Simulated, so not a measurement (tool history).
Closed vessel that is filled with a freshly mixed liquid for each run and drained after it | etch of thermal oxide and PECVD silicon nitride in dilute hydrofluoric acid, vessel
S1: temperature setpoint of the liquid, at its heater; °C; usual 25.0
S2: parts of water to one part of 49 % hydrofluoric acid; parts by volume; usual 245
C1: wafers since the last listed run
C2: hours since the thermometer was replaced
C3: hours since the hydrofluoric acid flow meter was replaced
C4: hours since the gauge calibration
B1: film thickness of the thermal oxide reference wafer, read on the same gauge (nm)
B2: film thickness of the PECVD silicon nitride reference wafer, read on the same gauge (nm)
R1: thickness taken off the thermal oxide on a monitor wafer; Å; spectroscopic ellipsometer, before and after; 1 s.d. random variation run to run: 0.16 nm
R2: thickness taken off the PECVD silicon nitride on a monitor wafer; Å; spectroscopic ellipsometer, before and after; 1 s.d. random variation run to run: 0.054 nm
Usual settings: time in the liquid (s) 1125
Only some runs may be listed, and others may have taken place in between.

run 1 hour=0.0 | S1=25.0 S2=245 time_in_the_liquid_(s)=1125 | C1=0 C2=2902.8 C3=1569.4 C4=653.6 | B1=30.00 B2=90.01 | R1=203.1 R2=94.8
run 2 hour=8.3 | S1=25.0 S2=320 time_in_the_liquid_(s)=1125 | C1=408 C2=2911.1 C3=1577.7 C4=661.9 | B1=30.00 B2=90.00 | R1=145.9 R2=72.9
run 3 hour=26.1 | S1=25.0 S2=245 time_in_the_liquid_(s)=615 | C1=876 C2=2928.9 C3=1595.5 C4=679.7 | B1=30.00 B2=90.00 | R1=112.3 R2=52.0
run 4 hour=34.6 | S1=25.0 S2=160 time_in_the_liquid_(s)=1320 | C1=418 C2=2937.4 C3=1604.0 C4=688.2 | B1=30.05 B2=89.97 | R1=403.3 R2=171.8
-- hour=36.5 gauge calibrated
run 5 hour=48.0 | S1=25.0 S2=210 time_in_the_liquid_(s)=1125 | C1=659 C2=2950.8 C3=1617.4 C4=11.5 | B1=30.01 B2=90.01 | R1=251.9 R2=112.0
run 6 hour=59.9 | S1=25.0 S2=245 time_in_the_liquid_(s)=1125 | C1=585 C2=2962.7 C3=1629.3 C4=23.4 | B1=30.01 B2=90.01 | R1=209.1 R2=95.1
run 7 hour=66.3 | S1=22.0 S2=145 time_in_the_liquid_(s)=1665 | C1=314 C2=2969.1 C3=1635.7 C4=29.8 | B1=30.01 B2=89.99 | R1=516.1 R2=194.4
-- hour=80.1 hydrofluoric acid flow meter replaced
run 8 hour=80.6 | S1=25.0 S2=350 time_in_the_liquid_(s)=850 | C1=654 C2=2983.4 C3=0.5 C4=44.1 | B1=29.99 B2=89.99 | R1=106.3 R2=53.3
-- hour=89.7 thermometer replaced
run 9 hour=96.4 | S1=25.0 S2=310 time_in_the_liquid_(s)=1560 | C1=728 C2=6.7 C3=16.3 C4=59.9 | B1=29.99 B2=90.00 | R1=229.9 R2=110.0
run 10 hour=108.4 | S1=25.0 S2=320 time_in_the_liquid_(s)=1695 | C1=590 C2=18.7 C3=28.3 C4=71.9 | B1=29.98 B2=89.99 | R1=236.8 R2=117.1
run 11 hour=117.3 | S1=28.0 S2=245 time_in_the_liquid_(s)=700 | C1=438 C2=27.6 C3=37.2 C4=80.8 | B1=29.98 B2=90.00 | R1=151.2 R2=76.0
run 12 hour=125.0 | S1=25.0 S2=245 time_in_the_liquid_(s)=1415 | C1=378 C2=35.3 C3=44.9 C4=88.5 | B1=30.02 B2=89.98 | R1=279.5 R2=126.7
run 13 hour=138.3 | S1=23.0 S2=190 time_in_the_liquid_(s)=1440 | C1=654 C2=48.6 C3=58.2 C4=101.8 | B1=29.99 B2=90.02 | R1=359.5 R2=146.2
run 14 hour=149.9 | S1=21.5 S2=155 time_in_the_liquid_(s)=455 | C1=570 C2=60.2 C3=69.8 C4=113.4 | B1=29.98 B2=90.00 | R1=134.3 R2=50.6
run 15 hour=167.3 | S1=25.0 S2=285 time_in_the_liquid_(s)=1650 | C1=856 C2=77.6 C3=87.2 C4=130.8 | B1=30.00 B2=90.02 | R1=270.8 R2=127.0
run 16 hour=174.3 | S1=25.0 S2=365 time_in_the_liquid_(s)=1125 | C1=344 C2=84.6 C3=94.2 C4=137.8 | B1=30.01 B2=90.01 | R1=134.9 R2=68.3
-- hour=176.9 hydrofluoric acid flow meter replaced, repeated, since the last time left the tool worse
run 17 hour=185.5 | S1=25.0 S2=245 time_in_the_liquid_(s)=1125 | C1=502 C2=95.8 C3=8.6 C4=149.0 | B1=29.99 B2=90.01 | R1=187.3 R2=86.6
run 18 hour=198.8 | S1=25.0 S2=245 time_in_the_liquid_(s)=1125 | C1=654 C2=109.1 C3=21.9 C4=162.3 | B1=30.01 B2=90.00 | R1=183.9 R2=87.8
run 19 hour=206.1 | S1=23.0 S2=245 time_in_the_liquid_(s)=1125 | C1=359 C2=116.4 C3=29.2 C4=169.6 | B1=30.02 B2=90.00 | R1=174.0 R2=77.0
run 20 hour=222.4 | S1=21.5 S2=190 time_in_the_liquid_(s)=1665 | C1=802 C2=132.7 C3=45.5 C4=185.9 | B1=29.95 B2=90.00 | R1=336.5 R2=133.4
run 21 hour=234.2 | S1=25.0 S2=245 time_in_the_liquid_(s)=1125 | C1=580 C2=144.5 C3=57.3 C4=197.7 | B1=29.97 B2=90.01 | R1=186.1 R2=86.8
run 22 hour=242.6 | S1=25.0 S2=245 time_in_the_liquid_(s)=1125 | C1=413 C2=152.9 C3=65.7 C4=206.1 | B1=29.95 B2=90.02 | R1=184.2 R2=87.2
run 23 hour=251.6 | S1=26.5 S2=175 time_in_the_liquid_(s)=945 | C1=442 C2=161.9 C3=74.7 C4=215.1 | B1=30.03 B2=90.00 | R1=252.4 R2=111.9
run 24 hour=294.0 | S1=22.0 S2=275 time_in_the_liquid_(s)=1455 | C1=2086 C2=204.3 C3=117.1 C4=257.5 | B1=29.99 B2=90.01 | R1=186.9 R2=84.5

Predict each of these 5 candidate next runs independently; none follows another, all start after run 24:
run A hour=295.0 | S1=25.0 S2=200 time_in_the_liquid_(s)=1125 | C1=49 C2=205.3 C3=118.1 C4=258.5 | B1=? B2=? | R1=? R2=?
run B hour=295.0 | S1=25.0 S2=300 time_in_the_liquid_(s)=1125 | C1=49 C2=205.3 C3=118.1 C4=258.5 | B1=? B2=? | R1=? R2=?
run C hour=295.0 | S1=20.5 S2=355 time_in_the_liquid_(s)=1125 | C1=49 C2=205.3 C3=118.1 C4=258.5 | B1=? B2=? | R1=? R2=?
run D hour=295.0 | S1=27.5 S2=245 time_in_the_liquid_(s)=1760 | C1=49 C2=205.3 C3=118.1 C4=258.5 | B1=? B2=? | R1=? R2=?
run E hour=295.0 | S1=25.0 S2=330 time_in_the_liquid_(s)=1125 | C1=49 C2=205.3 C3=118.1 C4=258.5 | B1=? B2=? | R1=? R2=?

run=A B1=30.03 B2=89.99 R1=243.1 R2=108.8
run=B B1=30.03 B2=89.99 R1=146.1 R2=72.7
run=C B1=30.03 B2=89.99 R1=100.4 R2=46.7
run=D B1=30.03 B2=89.99 R1=323.0 R2=162.0
run=E B1=30.03 B2=89.99 R1=129.0 R2=66.1
With the hidden condition removed and each run's random variation left untouched, the same runs would have given:
run=A R1=240.9 R2=108.0
run=B R1=144.7 R2=72.1
run=C R1=99.4 R2=46.4
run=D R1=320.0 R2=160.7
run=E R1=127.7 R2=65.6

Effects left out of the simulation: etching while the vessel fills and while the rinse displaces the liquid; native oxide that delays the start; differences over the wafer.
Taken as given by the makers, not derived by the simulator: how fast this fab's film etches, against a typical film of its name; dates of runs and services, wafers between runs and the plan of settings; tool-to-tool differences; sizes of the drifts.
